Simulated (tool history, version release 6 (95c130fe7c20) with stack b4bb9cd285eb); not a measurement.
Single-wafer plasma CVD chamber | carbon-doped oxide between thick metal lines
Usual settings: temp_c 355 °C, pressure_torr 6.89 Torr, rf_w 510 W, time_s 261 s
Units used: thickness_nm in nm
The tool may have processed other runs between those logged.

run,hour,temp_c,pressure_torr,rf_w,time_s,"read-back reference wafer on the same gauge, thickness_nm",thickness_nm
1,0,355,6.89,510,261,1418.777,1323.482
2,28.1,355,6.89,510,261,1419.694,1325.099
3,63,355,6.89,510,261,1419.565,1327.652
4,86.4,355,6.89,510,261,1419.282,1319.748
5,114.4,355,6.89,535,261,1421.654,1376.219
6,131.3,355,6.89,535,261,1420.023,1375.578
7,161.6,355,6.89,510,261,1419.753,1318.649
8,180.1,355,6.89,510,261,1420.781,1322.803
9,197.2,362,6.89,475,300,1419.486,1390.758
# hour 206: gauge calibrated
# hour 223.3: capacitance manometer re-zeroed and calibrated
10,223.8,350,6.89,485,261,1420.053,1270.752
11,249.4,355,6.89,510,261,1418.52,1320.868
# hour 272: thermocouple changed; heater temperature recalibrated
12,284.5,355,6.89,595,261,1419.549,1496.52
13,307.4,363,6.89,510,261,1419.561,1297.623
14,331.7,355,8.34,560,261,1419.94,1443.293
15,346,355,6.89,510,228,1421.704,1148.112
16,358.7,348,6.45,565,210,1419.513,1163.275
# hour 367.2: RF generator calibrated
17,371.3,369,5.6,510,261,1420.839,1295.1
18,392,355,6.89,510,219,1420.689,1170.414
19,423.8,355,6.89,510,278,1418.92,1483.032
20,458,355,6.89,510,261,1421.879,1392.719
21,478.2,365,6.89,440,240,1420.517,1080.453
22,490.4,355,6.89,425,284,1420.384,1263.462
# hour 520.5: showerhead replaced
23,521,355,6.89,510,261,1420.453,1395.999
24,622.1,355,7.95,510,294,1420.413,1586.121
25,654.7,355,5.64,510,232,1420.624,1182.417
26,668.4,355,6.89,510,261,1419.559,1385.515
27,682.9,355,6.28,510,220,1420.094,1147.718
28,717.9,346,6.89,510,216,1419.956,1173.323

Branching from run 28: 4 alternative next runs. What would each branch give?
A,718.4,355,6.89,510,261,?,?
B,718.4,355,7.95,510,261,?,?
C,718.4,355,7.99,510,227,?,?
D,718.4,355,6.89,510,288,?,?

run,"read-back reference wafer on the same gauge, thickness_nm",thickness_nm
A,1419.646,1375.181
B,1419.646,1395.6
C,1419.646,1214.728
D,1419.646,1517.147
Without the tool's hidden state the same runs would have given:
run,thickness_nm
A,1399.405
B,1420.184
C,1236.126
D,1543.872
